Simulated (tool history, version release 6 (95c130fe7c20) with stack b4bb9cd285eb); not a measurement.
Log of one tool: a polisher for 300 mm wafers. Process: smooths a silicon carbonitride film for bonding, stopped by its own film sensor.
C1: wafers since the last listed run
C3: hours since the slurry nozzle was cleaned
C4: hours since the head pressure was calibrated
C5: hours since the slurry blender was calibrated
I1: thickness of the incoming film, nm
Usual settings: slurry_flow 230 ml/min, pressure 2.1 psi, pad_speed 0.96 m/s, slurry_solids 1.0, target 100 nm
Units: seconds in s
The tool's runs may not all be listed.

run 1 hour=0.0 | slurry_flow=230 pressure=2.1 pad_speed=0.96 slurry_solids=1.0 target=100 | C1=0 wafers_polished_on_this_pad=57 C3=611.9 C4=1031.7 C5=178.7 | I1=130.1 | seconds=118.1
run 2 hour=13.4 | slurry_flow=230 pressure=2.1 pad_speed=0.96 slurry_solids=1.0 target=100 | C1=179 wafers_polished_on_this_pad=237 C3=625.3 C4=1045.1 C5=192.1 | I1=130.0 | seconds=123.1
run 3 hour=21.3 | slurry_flow=205 pressure=2.1 pad_speed=0.96 slurry_solids=1.0 target=100 | C1=106 wafers_polished_on_this_pad=343 C3=633.2 C4=1053.0 C5=200.0 | I1=131.0 | seconds=129.3
run 4 hour=36.3 | slurry_flow=230 pressure=2.1 pad_speed=0.96 slurry_solids=1.0 target=100 | C1=201 wafers_polished_on_this_pad=544 C3=648.2 C4=1068.0 C5=215.0 | I1=130.3 | seconds=125.4
run 5 hour=47.6 | slurry_flow=230 pressure=2.1 pad_speed=0.96 slurry_solids=1.0 target=100 | C1=151 wafers_polished_on_this_pad=696 C3=659.5 C4=1079.3 C5=226.3 | I1=130.3 | seconds=124.7
run 6 hour=61.2 | slurry_flow=230 pressure=2.1 pad_speed=0.96 slurry_solids=1.0 target=100 | C1=182 wafers_polished_on_this_pad=878 C3=673.1 C4=1092.9 C5=239.9 | I1=131.4 | seconds=136.0
-- hour=67.4 worn pad replaced by a new one
run 7 hour=70.8 | slurry_flow=230 pressure=2.1 pad_speed=0.80 slurry_solids=1.0 target=100 | C1=75 wafers_polished_on_this_pad=46 C3=682.7 C4=1102.5 C5=249.5 | I1=132.0 | seconds=140.9
run 8 hour=82.6 | slurry_flow=230 pressure=2.1 pad_speed=0.80 slurry_solids=1.0 target=100 | C1=158 wafers_polished_on_this_pad=204 C3=694.5 C4=1114.3 C5=261.3 | I1=131.6 | seconds=143.2
run 9 hour=92.2 | slurry_flow=230 pressure=2.1 pad_speed=0.96 slurry_solids=1.0 target=100 | C1=128 wafers_polished_on_this_pad=333 C3=704.1 C4=1123.9 C5=270.9 | I1=129.4 | seconds=121.0
run 10 hour=109.2 | slurry_flow=230 pressure=2.1 pad_speed=0.96 slurry_solids=1.0 target=100 | C1=228 wafers_polished_on_this_pad=561 C3=721.1 C4=1140.9 C5=287.9 | I1=129.7 | seconds=126.6
-- hour=123.2 slurry nozzle cleaned
-- hour=127.7 worn pad replaced by a new one
run 11 hour=128.2 | slurry_flow=230 pressure=2.4 pad_speed=0.96 slurry_solids=1.0 target=100 | C1=187 wafers_polished_on_this_pad=6 C3=5.0 C4=1159.9 C5=306.9 | I1=129.6 | seconds=96.5
run 12 hour=135.2 | slurry_flow=230 pressure=2.4 pad_speed=0.96 slurry_solids=1.0 target=100 | C1=93 wafers_polished_on_this_pad=100 C3=12.0 C4=1166.9 C5=313.9 | I1=129.7 | seconds=100.6
run 13 hour=169.5 | slurry_flow=230 pressure=2.4 pad_speed=0.96 slurry_solids=1.0 target=100 | C1=460 wafers_polished_on_this_pad=560 C3=46.3 C4=1201.2 C5=348.2 | I1=129.0 | seconds=100.3
run 14 hour=182.7 | slurry_flow=280 pressure=2.6 pad_speed=0.96 slurry_solids=1.0 target=100 | C1=177 wafers_polished_on_this_pad=737 C3=59.5 C4=1214.4 C5=361.4 | I1=128.7 | seconds=92.8
-- hour=200.9 worn pad replaced by a new one
run 15 hour=201.4 | slurry_flow=230 pressure=2.1 pad_speed=1.24 slurry_solids=1.0 target=108 | C1=197 wafers_polished_on_this_pad=6 C3=78.2 C4=1233.1 C5=380.1 | I1=131.6 | seconds=74.8
-- hour=212.1 head pressure recalibrated
run 16 hour=215.4 | slurry_flow=230 pressure=2.1 pad_speed=0.96 slurry_solids=1.0 target=100 | C1=161 wafers_polished_on_this_pad=167 C3=92.2 C4=3.3 C5=394.1 | I1=131.0 | seconds=120.5
run 17 hour=224.3 | slurry_flow=230 pressure=2.1 pad_speed=0.96 slurry_solids=0.9 target=100 | C1=119 wafers_polished_on_this_pad=286 C3=101.1 C4=12.2 C5=403.0 | I1=129.4 | seconds=118.7
-- hour=232.3 slurry blender recalibrated
run 18 hour=232.8 | slurry_flow=270 pressure=2.3 pad_speed=0.96 slurry_solids=1.0 target=100 | C1=87 wafers_polished_on_this_pad=373 C3=109.6 C4=20.7 C5=0.5 | I1=130.7 | seconds=106.9
run 19 hour=247.6 | slurry_flow=230 pressure=2.8 pad_speed=0.96 slurry_solids=1.0 target=100 | C1=198 wafers_polished_on_this_pad=572 C3=124.4 C4=35.5 C5=15.3 | I1=130.1 | seconds=92.4
run 20 hour=259.7 | slurry_flow=280 pressure=2.1 pad_speed=0.96 slurry_solids=1.0 target=107 | C1=162 wafers_polished_on_this_pad=734 C3=136.5 C4=47.6 C5=27.4 | I1=132.4 | seconds=97.5
-- hour=270.2 worn pad replaced by a new one
run 21 hour=272.6 | slurry_flow=295 pressure=2.1 pad_speed=0.96 slurry_solids=1.0 target=92 | C1=119 wafers_polished_on_this_pad=32 C3=149.4 C4=60.5 C5=40.3 | I1=128.5 | seconds=131.0
run 22 hour=283.0 | slurry_flow=230 pressure=2.1 pad_speed=0.96 slurry_solids=1.0 target=100 | C1=139 wafers_polished_on_this_pad=171 C3=159.8 C4=70.9 C5=50.7 | I1=130.2 | seconds=115.7
run 23 hour=294.0 | slurry_flow=230 pressure=2.1 pad_speed=0.96 slurry_solids=0.9 target=100 | C1=147 wafers_polished_on_this_pad=319 C3=170.8 C4=81.9 C5=61.7 | I1=131.0 | seconds=125.4
run 24 hour=308.0 | slurry_flow=230 pressure=2.1 pad_speed=0.86 slurry_solids=1.0 target=100 | C1=187 wafers_polished_on_this_pad=507 C3=184.8 C4=95.9 C5=75.7 | I1=128.5 | seconds=120.3
run 25 hour=319.2 | slurry_flow=205 pressure=2.1 pad_speed=0.96 slurry_solids=1.1 target=100 | C1=150 wafers_polished_on_this_pad=657 C3=196.0 C4=107.1 C5=86.9 | I1=129.9 | seconds=117.0
-- hour=327.8 worn pad replaced by a new one
run 26 hour=334.2 | slurry_flow=230 pressure=2.1 pad_speed=0.96 slurry_solids=1.0 target=100 | C1=147 wafers_polished_on_this_pad=85 C3=211.0 C4=122.1 C5=101.9 | I1=129.7 | seconds=111.7

Forecast each of these 4 alternatives for the next run:
run A hour=334.6 | slurry_flow=230 pressure=1.5 pad_speed=0.96 slurry_solids=1.0 target=100 | C1=5 wafers_polished_on_this_pad=91 C3=211.4 C4=122.5 C5=102.3 | I1=130.8 | seconds=?
run B hour=334.6 | slurry_flow=230 pressure=2.1 pad_speed=0.64 slurry_solids=1.0 target=95 | C1=5 wafers_polished_on_this_pad=91 C3=211.4 C4=122.5 C5=102.3 | I1=130.8 | seconds=?
run C hour=334.6 | slurry_flow=230 pressure=2.1 pad_speed=0.76 slurry_solids=1.0 target=90 | C1=5 wafers_polished_on_this_pad=91 C3=211.4 C4=122.5 C5=102.3 | I1=130.8 | seconds=?
run D hour=334.6 | slurry_flow=230 pressure=2.1 pad_speed=1.06 slurry_solids=1.0 target=100 | C1=5 wafers_polished_on_this_pad=91 C3=211.4 C4=122.5 C5=102.3 | I1=130.8 | seconds=?

run=A seconds=151.3
run=B seconds=170.2
run=C seconds=177.0
run=D seconds=110.3
Without the tool's hidden state the same runs would have given:
run=A seconds=144.6
run=B seconds=162.7
run=C seconds=169.2
run=D seconds=105.5
